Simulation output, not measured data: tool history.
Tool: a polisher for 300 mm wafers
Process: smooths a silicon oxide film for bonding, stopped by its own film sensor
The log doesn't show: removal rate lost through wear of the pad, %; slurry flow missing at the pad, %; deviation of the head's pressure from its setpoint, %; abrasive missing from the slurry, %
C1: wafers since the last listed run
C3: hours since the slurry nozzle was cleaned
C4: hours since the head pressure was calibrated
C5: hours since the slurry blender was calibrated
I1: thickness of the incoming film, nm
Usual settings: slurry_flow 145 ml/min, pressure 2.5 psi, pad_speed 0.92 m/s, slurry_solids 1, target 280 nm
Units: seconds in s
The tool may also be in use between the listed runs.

Run 1, hour 0: usual settings; C1 0; wafers polished on this pad 1525; C3 82.2; C4 673.9; C5 28.8; I1 335. Result: seconds 83.3 s.
At hour 4.5: worn pad replaced by a new one.
Run 2, hour 14.7: usual settings; C1 139; wafers polished on this pad 132; C3 96.9; C4 688.6; C5 43.5; I1 334.7. Result: seconds 85.6 s.
Run 3, hour 29.6: usual settings but pad_speed 1.14 m/s, slurry_solids 0.75; C1 194; wafers polished on this pad 327; C3 111.8; C4 703.5; C5 58.4; I1 326.2. Result: seconds 66.8 s.
Run 4, hour 45.2: usual settings but target 273 nm; C1 203; wafers polished on this pad 531; C3 127.4; C4 719.1; C5 74; I1 326.2. Result: seconds 87 s.
Run 5, hour 55.4: usual settings but slurry_flow 130 ml/min; C1 133; wafers polished on this pad 664; C3 137.6; C4 729.3; C5 84.2; I1 330.4. Result: seconds 80.3 s.
At hour 63.7: head pressure recalibrated.
Run 6, hour 71.7: usual settings but slurry_flow 130 ml/min; C1 186; wafers polished on this pad 851; C3 153.9; C4 8; C5 100.5; I1 327.7. Result: seconds 82 s.
Run 7, hour 81.1: usual settings but slurry_flow 130 ml/min; C1 122; wafers polished on this pad 974; C3 163.3; C4 17.4; C5 109.9; I1 331.3. Result: seconds 87.8 s.
Run 8, hour 98.3: usual settings but slurry_solids 0.85; C1 224; wafers polished on this pad 1198; C3 180.5; C4 34.6; C5 127.1; I1 330.3. Result: seconds 91.9 s.
Run 9, hour 106.1: usual settings but slurry_flow 160 ml/min, slurry_solids 1.25, target 292 nm; C1 101; wafers polished on this pad 1300; C3 188.3; C4 42.4; C5 134.9; I1 324.3. Result: seconds 50.1 s.
At hour 110.8: slurry blender recalibrated.
Run 10, hour 123.5: usual settings; C1 201; wafers polished on this pad 1502; C3 205.7; C4 59.8; C5 12.7; I1 326.5. Result: seconds 70.8 s.
At hour 129.6: worn pad replaced by a new one.
At hour 134.7: slurry nozzle cleaned.
Run 11, hour 141.4: usual settings; C1 168; wafers polished on this pad 141; C3 6.7; C4 77.7; C5 30.6; I1 329.1. Result: seconds 75.7 s.
Run 12, hour 150.5: usual settings; C1 118; wafers polished on this pad 260; C3 15.8; C4 86.8; C5 39.7; I1 331.7. Result: seconds 81.7 s.
Run 13, hour 168.3: usual settings but pressure 3 psi, slurry_solids 0.8; C1 232; wafers polished on this pad 492; C3 33.6; C4 104.6; C5 57.5; I1 332.5. Result: seconds 74.1 s.
Run 14, hour 180.7: usual settings but pad_speed 0.74 m/s; C1 162; wafers polished on this pad 654; C3 46; C4 117; C5 69.9; I1 334.1. Result: seconds 100.2 s.
Run 15, hour 188.8: usual settings but slurry_flow 125 ml/min, slurry_solids 1.2; C1 105; wafers polished on this pad 760; C3 54.1; C4 125.1; C5 78; I1 324.9. Result: seconds 67.9 s.

Measured less the same run without the tool's hidden state. The same run-to-run variation is in both; the gauge's scatter may not be:
run  seconds
  1     +1.4
  2       +2
  3     +2.4
  4     +3.9
  5     +4.4
  6     +6.1
  7     +7.6
  8    +11.2
  9     +5.9
 10     +0.9
 11     +1.3
 12     +1.7
 13     +2.5
 14       +4
 15       +3

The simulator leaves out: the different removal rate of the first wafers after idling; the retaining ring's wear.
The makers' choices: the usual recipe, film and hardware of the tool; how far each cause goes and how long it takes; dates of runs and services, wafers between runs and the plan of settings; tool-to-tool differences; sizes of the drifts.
